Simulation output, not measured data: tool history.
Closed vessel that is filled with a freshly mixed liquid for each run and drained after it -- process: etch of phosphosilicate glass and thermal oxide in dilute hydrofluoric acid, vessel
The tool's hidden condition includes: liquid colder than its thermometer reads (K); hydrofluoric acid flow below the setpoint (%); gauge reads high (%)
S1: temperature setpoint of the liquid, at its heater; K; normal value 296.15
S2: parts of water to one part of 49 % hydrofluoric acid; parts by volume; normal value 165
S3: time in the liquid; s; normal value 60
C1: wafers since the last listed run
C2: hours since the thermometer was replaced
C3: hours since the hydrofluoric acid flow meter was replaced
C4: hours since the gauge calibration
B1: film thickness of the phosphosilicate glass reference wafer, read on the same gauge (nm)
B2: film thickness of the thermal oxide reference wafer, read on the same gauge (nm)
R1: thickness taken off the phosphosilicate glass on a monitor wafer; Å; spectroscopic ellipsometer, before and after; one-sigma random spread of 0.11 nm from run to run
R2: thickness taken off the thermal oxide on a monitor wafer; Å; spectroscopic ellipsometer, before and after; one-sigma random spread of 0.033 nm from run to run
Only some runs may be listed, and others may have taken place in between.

run   hour      S1   S2  S3    C1     C2     C3     C4     B1      B2     R1     R2
  1    0.0  296.15  165  60     0  462.0  690.4  286.0  80.00  69.981  197.2  15.37
  2   11.5  296.15  165  60   828  473.5  701.9  297.5  80.03  70.065  198.4  15.03
  3   21.5  296.15  165  60   720  483.5  711.9  307.5  80.00  70.015  197.1  15.33
  4   34.2  295.15  165  60   915  496.2  724.6  320.2  80.00  69.967  191.0  15.09
  5   48.6  295.15  165  60  1038  510.6  739.0  334.6  80.02  69.968  190.1  14.51
  6   55.8  295.15  165  60   519  517.8  746.2  341.8  79.98  70.018  190.5  14.95
      58.6  -- hydrofluoric acid flow meter replaced
  7   72.8  296.15  165  60  1153  534.8   14.2  358.8  79.99  70.019  196.4  14.38
  8   83.1  296.15  165  60   742  545.1   24.5  369.1  79.99  69.976  197.8  14.79
  9   97.7  296.15  165  60  1052  559.7   39.1  383.7  80.01  69.982  198.9  15.52
 10  106.8  296.15  165  60   655  568.8   48.2  392.8  80.00  70.011  196.1  14.70
 11  118.2  296.15  165  60   821  580.2   59.6  404.2  80.00  69.989  196.3  14.77
     127.4  -- thermometer replaced
 12  131.3  296.15  140  60   872    3.9   72.7  417.3  79.99  70.012  254.8  19.93
 13  144.1  298.15  140  30   922   16.7   85.5  430.1  79.99  70.009  137.1  10.47
 14  152.6  293.15  105  60   612   25.2   94.0  438.6  79.99  69.999  314.2  24.34
     157.1  -- gauge calibrated
 15  171.4  296.15  165  60  1355   44.0  112.8   14.3  80.01  69.990  208.8  15.29
 16  187.1  294.65  110  60  1131   59.7  128.5   30.0  80.01  69.993  313.0  24.90
 17  198.8  296.15  165  75   843   71.4  140.2   41.7  79.98  70.024  261.1  19.16
 18  207.4  294.15  205  75   619   80.0  148.8   50.3  79.99  70.045  186.4  14.55
 19  214.8  296.15  165  60   533   87.4  156.2   57.7  80.00  70.042  207.8  16.57
 20  245.9  300.15  220  45  2241  118.5  187.3   88.8  80.01  69.990  127.7   9.74
 21  261.0  292.65  165  35  1088  133.6  202.4  103.9  80.02  70.006  106.3   8.01
 22  268.6  294.15  225  50   547  141.2  210.0  111.5  80.01  70.031  111.0   8.60
 23  284.5  292.15  240  60  1146  157.1  225.9  127.4  80.00  69.994  113.6   8.78
 24  301.8  294.65  130  75  1247  174.4  243.2  144.7  80.01  70.066  320.7  24.93
 25  317.3  296.15  165  60  1117  189.9  258.7  160.2  79.99  70.025  206.4  15.83
 26  332.5  296.15  165  60  1095  205.1  273.9  175.4  79.99  70.027  205.9  15.54
 27  350.2  296.15  165  60  1275  222.8  291.6  193.1  79.99  69.974  207.0  15.90

3 ways to go on from here, each from the tool as it stands after run 27. What would each give?
  A  350.9  296.15  190  60  50  223.5  292.3  193.8   ?   ?   ?   ?
  B  350.9  296.15  110  60  50  223.5  292.3  193.8   ?   ?   ?   ?
  C  350.9  300.15  165  60  50  223.5  292.3  193.8   ?   ?   ?   ?

run     B1      B2     R1     R2
  A  79.99  69.978  172.9  13.32
  B  79.99  69.978  326.1  25.12
  C  79.99  69.978  237.8  18.31
Without the tool's hidden state the same runs would have given:
run     R1     R2
  A  178.2  13.73
  B  336.7  25.93
  C  244.9  18.86

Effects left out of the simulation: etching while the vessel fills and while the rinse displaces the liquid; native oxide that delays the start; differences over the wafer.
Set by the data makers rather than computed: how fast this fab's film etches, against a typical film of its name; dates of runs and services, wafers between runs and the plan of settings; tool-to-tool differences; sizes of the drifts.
